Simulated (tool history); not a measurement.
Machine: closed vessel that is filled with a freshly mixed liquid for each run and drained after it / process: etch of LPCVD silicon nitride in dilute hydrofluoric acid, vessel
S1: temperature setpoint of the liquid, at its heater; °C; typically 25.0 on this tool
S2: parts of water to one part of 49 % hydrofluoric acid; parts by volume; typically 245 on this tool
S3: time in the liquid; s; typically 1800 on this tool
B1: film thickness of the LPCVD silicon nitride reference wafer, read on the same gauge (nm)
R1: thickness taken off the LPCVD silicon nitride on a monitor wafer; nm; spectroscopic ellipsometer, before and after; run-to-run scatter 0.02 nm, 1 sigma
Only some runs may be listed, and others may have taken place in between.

run,day,S1,S2,S3,B1,R1
1,0.000,25.0,160,1800,139.933,6.151
2,1.325,23.5,245,1800,139.989,3.607
3,1.921,25.0,245,1800,140.001,4.009
4,2.862,25.0,245,1800,139.979,4.050
5,4.346,25.0,245,1800,139.994,3.975
6,5.692,25.0,245,1530,139.976,3.406
7,6.375,25.0,245,1035,139.947,2.301
8,7.129,25.0,245,1035,139.982,2.299
# day 7.258: thermometer replaced
# day 8.550: gauge calibrated
9,8.588,28.5,335,1800,140.000,3.910
10,9.783,29.5,245,1475,139.966,4.736
# day 10.221: thermometer replaced, repeated, since the last time left the tool worse
11,10.475,28.5,210,865,139.987,2.536

Run 12 is up next; what results do you expect?
12,11.617,25.0,245,1800,?,?

Run 12 measured B1 139.974, R1 3.652 nm.
The same run, on a tool lacking any hidden state, would have yielded R1 3.626 nm.
